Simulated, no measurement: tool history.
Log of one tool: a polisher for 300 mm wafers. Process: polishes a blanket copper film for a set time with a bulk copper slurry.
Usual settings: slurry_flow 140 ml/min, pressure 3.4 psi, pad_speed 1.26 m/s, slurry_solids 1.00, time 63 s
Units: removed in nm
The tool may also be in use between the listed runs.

| run | hour | slurry_flow | pressure | pad_speed | slurry_solids | time | wafers since the last listed run | wafers polished on this pad | hours since the slurry nozzle was cleaned | hours since the head pressure was calibrated | hours since the slurry blender was calibrated | incoming thickness of the incoming film, nm | removed |
|---|---|---|---|---|---|---|---|---|---|---|---|---|---|
| 1 | 0.0 | 140 | 3.4 | 1.26 | 1.00 | 63 | 0 | 1817 | 215.5 | 132.0 | 688.8 | 3400.8 | 876.1 |
|  | 2.1 | slurry blender recalibrated |
| 2 | 100.9 | 140 | 3.4 | 1.26 | 1.00 | 63 | 1209 | 3027 | 316.4 | 232.9 | 98.8 | 3353.3 | 939.4 |
| 3 | 287.6 | 140 | 3.4 | 1.26 | 1.00 | 63 | 2283 | 5310 | 503.1 | 419.6 | 285.5 | 3415.9 | 899.2 |
| 4 | 350.3 | 140 | 3.4 | 1.26 | 1.00 | 63 | 766 | 6077 | 565.8 | 482.3 | 348.2 | 3362.3 | 902.2 |
| 5 | 402.1 | 140 | 3.4 | 1.26 | 1.00 | 63 | 633 | 6710 | 617.6 | 534.1 | 400.0 | 3355.8 | 869.9 |
| 6 | 451.2 | 140 | 3.4 | 1.26 | 1.00 | 63 | 600 | 7310 | 666.7 | 583.2 | 449.1 | 3404.3 | 885.1 |
|  | 476.6 | slurry nozzle cleaned |
|  | 483.8 | head pressure recalibrated |
| 7 | 492.8 | 140 | 3.4 | 1.26 | 1.00 | 63 | 472 | 7782 | 16.2 | 9.0 | 490.7 | 3351.7 | 931.1 |
|  | 517.7 | worn pad replaced by a new one |
| 8 | 562.7 | 140 | 3.4 | 1.26 | 1.00 | 63 | 805 | 550 | 86.1 | 78.9 | 560.6 | 3435.3 | 928.3 |
| 9 | 599.1 | 140 | 3.4 | 1.26 | 1.00 | 63 | 445 | 995 | 122.5 | 115.3 | 597.0 | 3371.8 | 892.9 |
| 10 | 691.0 | 140 | 3.4 | 1.26 | 1.00 | 63 | 1123 | 2119 | 214.4 | 207.2 | 688.9 | 3340.1 | 857.8 |
|  | 699.8 | slurry blender recalibrated |
| 11 | 887.7 | 140 | 3.4 | 1.26 | 1.00 | 57 | 2380 | 4500 | 411.1 | 403.9 | 187.9 | 3355.6 | 792.0 |
| 12 | 926.5 | 140 | 3.4 | 1.26 | 0.70 | 63 | 474 | 4974 | 449.9 | 442.7 | 226.7 | 3441.4 | 848.4 |
| 13 | 1003.7 | 100 | 3.7 | 1.68 | 1.00 | 45 | 944 | 5918 | 527.1 | 519.9 | 303.9 | 3427.0 | 805.1 |
|  | 1020.2 | slurry nozzle cleaned |
| 14 | 1050.7 | 185 | 3.4 | 1.26 | 1.15 | 80 | 562 | 6481 | 30.5 | 566.9 | 350.9 | 3381.2 | 1344.0 |
|  | 1055.2 | worn pad replaced by a new one |
| 15 | 1102.3 | 140 | 3.4 | 1.26 | 1.00 | 63 | 582 | 575 | 82.1 | 618.5 | 402.5 | 3352.1 | 941.7 |
|  | 1113.7 | head pressure recalibrated |
| 16 | 1202.3 | 140 | 4.5 | 1.26 | 0.90 | 63 | 1198 | 1774 | 182.1 | 88.6 | 502.5 | 3448.0 | 1173.6 |
| 17 | 1244.9 | 140 | 3.4 | 1.26 | 1.00 | 63 | 520 | 2295 | 224.7 | 131.2 | 545.1 | 3468.1 | 893.6 |
| 18 | 1348.6 | 140 | 2.4 | 1.38 | 1.00 | 44 | 1268 | 3563 | 328.4 | 234.9 | 648.8 | 3351.9 | 468.4 |
|  | 1377.9 | slurry blender recalibrated |
| 19 | 1549.8 | 110 | 3.4 | 1.38 | 0.85 | 47 | 2435 | 5999 | 529.6 | 436.1 | 171.9 | 3359.9 | 663.0 |
| 20 | 1643.1 | 140 | 3.4 | 1.52 | 1.00 | 63 | 1140 | 7140 | 622.9 | 529.4 | 265.2 | 3360.3 | 1101.1 |
|  | 1663.1 | head pressure recalibrated |
|  | 1687.2 | worn pad replaced by a new one |
| 21 | 1707.3 | 175 | 4.0 | 1.14 | 1.00 | 46 | 711 | 245 | 687.1 | 44.2 | 329.4 | 3407.8 | 731.4 |
|  | 1721.9 | slurry nozzle cleaned |
| 22 | 1768.7 | 140 | 3.4 | 1.26 | 1.00 | 63 | 738 | 983 | 46.8 | 105.6 | 390.8 | 3399.1 | 966.1 |
| 23 | 1823.2 | 140 | 3.4 | 1.26 | 1.00 | 63 | 666 | 1650 | 101.3 | 160.1 | 445.3 | 3397.1 | 940.6 |
| 24 | 1886.4 | 140 | 4.2 | 1.68 | 1.00 | 42 | 772 | 2423 | 164.5 | 223.3 | 508.5 | 3384.0 | 993.9 |
| 25 | 1974.4 | 185 | 3.4 | 1.26 | 1.20 | 63 | 1076 | 3499 | 252.5 | 311.3 | 596.5 | 3440.9 | 965.6 |
|  | 2042.7 | slurry blender recalibrated |
| 26 | 2080.0 | 140 | 3.4 | 1.26 | 1.00 | 63 | 1266 | 4766 | 358.1 | 416.9 | 37.3 | 3376.1 | 893.5 |
| 27 | 2166.9 | 160 | 3.4 | 1.26 | 1.00 | 63 | 1062 | 5828 | 445.0 | 503.8 | 124.2 | 3376.0 | 909.2 |
|  | 2221.2 | head pressure recalibrated |
| 28 | 2251.6 | 140 | 3.4 | 1.26 | 1.00 | 63 | 1011 | 6840 | 529.7 | 30.4 | 208.9 | 3426.5 | 869.4 |
|  | 2268.0 | slurry nozzle cleaned |
| 29 | 2332.3 | 125 | 3.4 | 0.94 | 1.00 | 63 | 974 | 7814 | 64.3 | 111.1 | 289.6 | 3387.4 | 689.1 |
|  | 2366.7 | worn pad replaced by a new one |
| 30 | 2426.9 | 170 | 2.9 | 0.98 | 0.80 | 63 | 1107 | 736 | 158.9 | 205.7 | 384.2 | 3447.3 | 610.7 |
| 31 | 2485.7 | 140 | 3.4 | 1.38 | 1.00 | 63 | 719 | 1455 | 217.7 | 264.5 | 443.0 | 3366.2 | 994.1 |

Forecast each of these 3 alternatives for the next run:
| A | 2486.1 | 140 | 3.4 | 1.26 | 1.00 | 63 | 4 | 1460 | 218.1 | 264.9 | 443.4 | 3361.7 | ? |
| B | 2486.1 | 140 | 3.4 | 1.26 | 1.20 | 81 | 4 | 1460 | 218.1 | 264.9 | 443.4 | 3361.7 | ? |
| C | 2486.1 | 180 | 4.3 | 1.26 | 0.80 | 63 | 4 | 1460 | 218.1 | 264.9 | 443.4 | 3361.7 | ? |

| run | removed |
|---|---|
| A | 901.8 |
| B | 1193.3 |
| C | 1171.5 |
Without the tool's hidden state the same runs would have given:
| run | removed |
|---|---|
| A | 1001.2 |
| B | 1325.7 |
| C | 1280.6 |
